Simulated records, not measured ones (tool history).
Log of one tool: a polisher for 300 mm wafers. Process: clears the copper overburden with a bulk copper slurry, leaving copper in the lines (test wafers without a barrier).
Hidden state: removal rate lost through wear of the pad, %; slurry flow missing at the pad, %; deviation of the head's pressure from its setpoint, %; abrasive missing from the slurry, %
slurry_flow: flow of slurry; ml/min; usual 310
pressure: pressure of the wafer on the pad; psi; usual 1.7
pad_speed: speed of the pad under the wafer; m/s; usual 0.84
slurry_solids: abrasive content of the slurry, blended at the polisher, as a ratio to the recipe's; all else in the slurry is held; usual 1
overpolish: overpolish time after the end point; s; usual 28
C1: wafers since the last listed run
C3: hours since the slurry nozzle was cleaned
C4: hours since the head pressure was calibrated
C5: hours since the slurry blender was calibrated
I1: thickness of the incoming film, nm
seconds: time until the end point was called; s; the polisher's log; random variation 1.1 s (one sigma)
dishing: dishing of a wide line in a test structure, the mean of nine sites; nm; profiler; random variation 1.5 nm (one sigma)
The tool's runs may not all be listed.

run 1 hour=0 | slurry_flow=310 pressure=1.7 pad_speed=0.84 slurry_solids=1 overpolish=28 | C1=0 wafers_polished_on_this_pad=1288 C3=236.2 C4=278.7 C5=358.4 | I1=462.2 | seconds=113.8 dishing=63.8
run 2 hour=53 | slurry_flow=310 pressure=1.7 pad_speed=0.84 slurry_solids=1 overpolish=28 | C1=387 wafers_polished_on_this_pad=1676 C3=289.2 C4=331.7 C5=411.4 | I1=462.4 | seconds=114.7 dishing=61.6
-- hour=111.5 slurry blender recalibrated
-- hour=160.6 slurry nozzle cleaned
-- hour=240.9 worn pad replaced by a new one
run 3 hour=255.5 | slurry_flow=310 pressure=1.7 pad_speed=0.84 slurry_solids=1 overpolish=17 | C1=1429 wafers_polished_on_this_pad=106 C3=94.9 C4=534.2 C5=144 | I1=476.2 | seconds=115 dishing=44.8
run 4 hour=338 | slurry_flow=275 pressure=1.7 pad_speed=0.84 slurry_solids=1 overpolish=28 | C1=603 wafers_polished_on_this_pad=710 C3=177.4 C4=616.7 C5=226.5 | I1=473.8 | seconds=116.3 dishing=62.2
run 5 hour=439.3 | slurry_flow=310 pressure=1.7 pad_speed=0.84 slurry_solids=1 overpolish=28 | C1=740 wafers_polished_on_this_pad=1451 C3=278.7 C4=718 C5=327.8 | I1=470 | seconds=115.1 dishing=64.2
run 6 hour=501 | slurry_flow=310 pressure=1.4 pad_speed=0.84 slurry_solids=1 overpolish=28 | C1=451 wafers_polished_on_this_pad=1902 C3=340.4 C4=779.7 C5=389.5 | I1=467.9 | seconds=142.3 dishing=54.4
-- hour=531.9 slurry nozzle cleaned
run 7 hour=581.9 | slurry_flow=310 pressure=1.4 pad_speed=0.84 slurry_solids=1 overpolish=28 | C1=584 wafers_polished_on_this_pad=2486 C3=50 C4=860.6 C5=470.4 | I1=461.2 | seconds=140.1 dishing=54.8
-- hour=589.1 slurry blender recalibrated
-- hour=614.1 worn pad replaced by a new one
-- hour=660.2 head pressure recalibrated
run 8 hour=681.8 | slurry_flow=310 pressure=1.7 pad_speed=0.84 slurry_solids=1 overpolish=28 | C1=672 wafers_polished_on_this_pad=480 C3=149.9 C4=21.6 C5=92.7 | I1=467 | seconds=112.9 dishing=66.4
run 9 hour=743.8 | slurry_flow=310 pressure=1.7 pad_speed=0.84 slurry_solids=1 overpolish=28 | C1=453 wafers_polished_on_this_pad=934 C3=211.9 C4=83.6 C5=154.7 | I1=477 | seconds=115.3 dishing=63.9
run 10 hour=785.2 | slurry_flow=310 pressure=1.7 pad_speed=0.84 slurry_solids=1 overpolish=28 | C1=302 wafers_polished_on_this_pad=1237 C3=253.3 C4=125 C5=196.1 | I1=472.9 | seconds=116.6 dishing=64.4
run 11 hour=866 | slurry_flow=310 pressure=1.7 pad_speed=0.84 slurry_solids=1 overpolish=28 | C1=590 wafers_polished_on_this_pad=1828 C3=334.1 C4=205.8 C5=276.9 | I1=478.9 | seconds=116.6 dishing=62.6
-- hour=891 slurry nozzle cleaned
run 12 hour=950.3 | slurry_flow=310 pressure=1.7 pad_speed=0.84 slurry_solids=1 overpolish=28 | C1=609 wafers_polished_on_this_pad=2437 C3=59.3 C4=290.1 C5=361.2 | I1=466.3 | seconds=115.3 dishing=62.7
run 13 hour=996.2 | slurry_flow=310 pressure=1.7 pad_speed=0.84 slurry_solids=1 overpolish=28 | C1=335 wafers_polished_on_this_pad=2772 C3=105.2 C4=336 C5=407.1 | I1=477 | seconds=120.3 dishing=64.1
-- hour=1004.9 slurry blender recalibrated
-- hour=1007.5 worn pad replaced by a new one
run 14 hour=1072.4 | slurry_flow=310 pressure=1.7 pad_speed=1.04 slurry_solids=1 overpolish=28 | C1=523 wafers_polished_on_this_pad=474 C3=181.4 C4=412.2 C5=67.5 | I1=469.3 | seconds=90.6 dishing=71
run 15 hour=1165.7 | slurry_flow=235 pressure=1.7 pad_speed=0.84 slurry_solids=1 overpolish=28 | C1=682 wafers_polished_on_this_pad=1156 C3=274.7 C4=505.5 C5=160.8 | I1=474.2 | seconds=117 dishing=64.3
run 16 hour=1230.6 | slurry_flow=310 pressure=1.7 pad_speed=0.84 slurry_solids=0.85 overpolish=14 | C1=474 wafers_polished_on_this_pad=1631 C3=339.6 C4=570.4 C5=225.7 | I1=466.1 | seconds=114.3 dishing=37.3
-- hour=1304 slurry nozzle cleaned
run 17 hour=1323.3 | slurry_flow=310 pressure=1.7 pad_speed=0.84 slurry_solids=1 overpolish=28 | C1=670 wafers_polished_on_this_pad=2302 C3=19.3 C4=663.1 C5=318.4 | I1=463.9 | seconds=112.8 dishing=65.5
-- hour=1371.9 worn pad replaced by a new one
run 18 hour=1420.8 | slurry_flow=310 pressure=1.7 pad_speed=0.84 slurry_solids=0.85 overpolish=28 | C1=683 wafers_polished_on_this_pad=357 C3=116.8 C4=760.6 C5=415.9 | I1=466.1 | seconds=118.2 dishing=60.7
-- hour=1424.2 slurry blender recalibrated
run 19 hour=1502.6 | slurry_flow=385 pressure=1.7 pad_speed=0.6 slurry_solids=0.9 overpolish=28 | C1=583 wafers_polished_on_this_pad=941 C3=198.6 C4=842.4 C5=78.4 | I1=472.6 | seconds=159.3 dishing=49.9
run 20 hour=1553.2 | slurry_flow=245 pressure=1.7 pad_speed=0.84 slurry_solids=1 overpolish=28 | C1=370 wafers_polished_on_this_pad=1311 C3=249.2 C4=893 C5=129 | I1=473.5 | seconds=115.6 dishing=62.3

Run 21 comes next. What will it give?
-- hour=1567.4 head pressure recalibrated
run 21 hour=1616.3 | slurry_flow=310 pressure=1.7 pad_speed=0.84 slurry_solids=1 overpolish=28 | C1=446 wafers_polished_on_this_pad=1758 C3=312.3 C4=48.9 C5=192.1 | I1=468.7 | seconds=? dishing=?

seconds: 115.6 s
dishing: 64.6 nm
Without the tool's hidden state the same run would have given seconds 113 s, dishing 65.6 nm.
